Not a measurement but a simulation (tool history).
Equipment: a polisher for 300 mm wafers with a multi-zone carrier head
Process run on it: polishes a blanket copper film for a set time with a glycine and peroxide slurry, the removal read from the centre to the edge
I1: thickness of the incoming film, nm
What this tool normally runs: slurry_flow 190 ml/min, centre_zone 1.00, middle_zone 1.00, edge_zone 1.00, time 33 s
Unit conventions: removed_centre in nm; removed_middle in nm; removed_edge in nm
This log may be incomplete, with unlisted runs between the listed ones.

Run 1, hour 0.0: usual settings but time 41 s; I1 1351.9. Result: removed_centre 177.7 nm, removed_middle 168.7 nm, removed_edge 163.1 nm.
Run 2, hour 5.9: usual settings but time 41 s; I1 1364.8. Result: removed_centre 175.3 nm, removed_middle 169.6 nm, removed_edge 163.0 nm.
Run 3, hour 14.7: usual settings; I1 1349.5. Result: removed_centre 142.7 nm, removed_middle 138.2 nm, removed_edge 131.6 nm.
Run 4, hour 23.3: usual settings but time 36 s; I1 1372.9. Result: removed_centre 156.0 nm, removed_middle 146.4 nm, removed_edge 143.9 nm.
Run 5, hour 32.8: usual settings but time 36 s; I1 1375.7. Result: removed_centre 151.5 nm, removed_middle 149.5 nm, removed_edge 143.1 nm.
Run 6, hour 39.4: usual settings; I1 1362.2. Result: removed_centre 143.4 nm, removed_middle 138.5 nm, removed_edge 132.5 nm.
Run 7, hour 47.0: usual settings; I1 1351.2. Result: removed_centre 142.0 nm, removed_middle 135.2 nm, removed_edge 131.2 nm.
At hour 52.2: worn pad replaced by a new one.
Run 8, hour 60.6: usual settings; I1 1340.2. Result: removed_centre 143.9 nm, removed_middle 138.4 nm, removed_edge 131.8 nm.
Run 9, hour 69.0: usual settings but middle_zone 0.95; I1 1336.3. Result: removed_centre 145.4 nm, removed_middle 133.1 nm, removed_edge 132.4 nm.
Run 10, hour 82.7: usual settings but middle_zone 0.95; I1 1348.8. Result: removed_centre 144.2 nm, removed_middle 134.3 nm, removed_edge 131.4 nm.
Run 11, hour 91.4: usual settings but edge_zone 1.11; I1 1359.1. Result: removed_centre 145.8 nm, removed_middle 135.5 nm, removed_edge 139.0 nm.
At hour 98.1: slurry nozzle cleaned.
At hour 102.3: worn pad replaced by a new one.
Run 12, hour 103.5: usual settings but edge_zone 1.03; I1 1326.8. Result: removed_centre 145.7 nm, removed_middle 135.9 nm, removed_edge 132.8 nm.
At hour 114.4: edge zone pressure recalibrated.
At hour 133.0: centre zone pressure recalibrated.
At hour 152.8: worn pad replaced by a new one.
At hour 154.3: carrier head's membrane replaced by a new one.
Run 13, hour 155.5: usual settings but slurry_flow 125 ml/min, centre_zone 1.07, edge_zone 1.08, time 27 s; I1 1340.3. Result: removed_centre 121.6 nm, removed_middle 101.4 nm, removed_edge 104.1 nm.
Run 14, hour 164.4: usual settings but centre_zone 1.05, edge_zone 1.06; I1 1344.6. Result: removed_centre 164.6 nm, removed_middle 138.2 nm, removed_edge 136.2 nm.
At hour 166.8: centre zone pressure recalibrated, repeated, since the last time left the tool worse.
Run 15, hour 177.9: usual settings but slurry_flow 225 ml/min, middle_zone 0.93; I1 1359.8. Result: removed_centre 139.7 nm, removed_middle 136.0 nm, removed_edge 134.5 nm.
Run 16, hour 195.6: usual settings but middle_zone 1.09, edge_zone 0.91; I1 1347.2. Result: removed_centre 132.0 nm, removed_middle 145.4 nm, removed_edge 125.6 nm.
At hour 200.3: worn pad replaced by a new one.
Run 17, hour 207.8: usual settings but centre_zone 1.05, time 40 s; I1 1341.0. Result: removed_centre 169.3 nm, removed_middle 164.6 nm, removed_edge 157.7 nm.
Run 18, hour 215.5: usual settings but edge_zone 1.08; I1 1336.4. Result: removed_centre 133.4 nm, removed_middle 136.9 nm, removed_edge 137.8 nm.
Run 19, hour 224.3: usual settings but slurry_flow 160 ml/min, middle_zone 1.06, edge_zone 1.10; I1 1353.2. Result: removed_centre 127.9 nm, removed_middle 137.5 nm, removed_edge 135.0 nm.
Run 20, hour 235.7: usual settings but slurry_flow 245 ml/min, edge_zone 1.12; I1 1350.6. Result: removed_centre 138.3 nm, removed_middle 143.6 nm, removed_edge 142.9 nm.
At hour 249.4: worn pad replaced by a new one.
Run 21, hour 249.8: usual settings; I1 1366.5. Result: removed_centre 132.1 nm, removed_middle 138.1 nm, removed_edge 132.5 nm.
Run 22, hour 257.3: usual settings but slurry_flow 125 ml/min, centre_zone 1.07, edge_zone 1.08, time 27 s; I1 1347.8. Result: removed_centre 107.1 nm, removed_middle 101.4 nm, removed_edge 104.8 nm.

Branching from run 22: 4 alternative next runs. What would each branch give?
Run A, hour 257.7: usual settings; I1 1334.9. Result: removed_centre ?, removed_middle ?, removed_edge ?.
Run B, hour 257.7: usual settings but slurry_flow 245 ml/min, time 26 s; I1 1334.9. Result: removed_centre ?, removed_middle ?, removed_edge ?.
Run C, hour 257.7: usual settings but edge_zone 0.90, time 23 s; I1 1334.9. Result: removed_centre ?, removed_middle ?, removed_edge ?.
Run D, hour 257.7: usual settings but slurry_flow 160 ml/min, centre_zone 0.89; I1 1334.9. Result: removed_centre ?, removed_middle ?, removed_edge ?.

run  removed_centre  removed_middle  removed_edge
  A           135.7           136.7         132.3
  B           111.4           111.8         107.1
  C            94.6            95.3          87.7
  D           116.5           132.6         129.2
Without the tool's hidden state the same runs would have given:
run  removed_centre  removed_middle  removed_edge
  A           136.0           136.7         132.3
  B           111.6           111.8         107.1
  C            94.8            95.3          87.7
  D           116.7           132.6         129.2
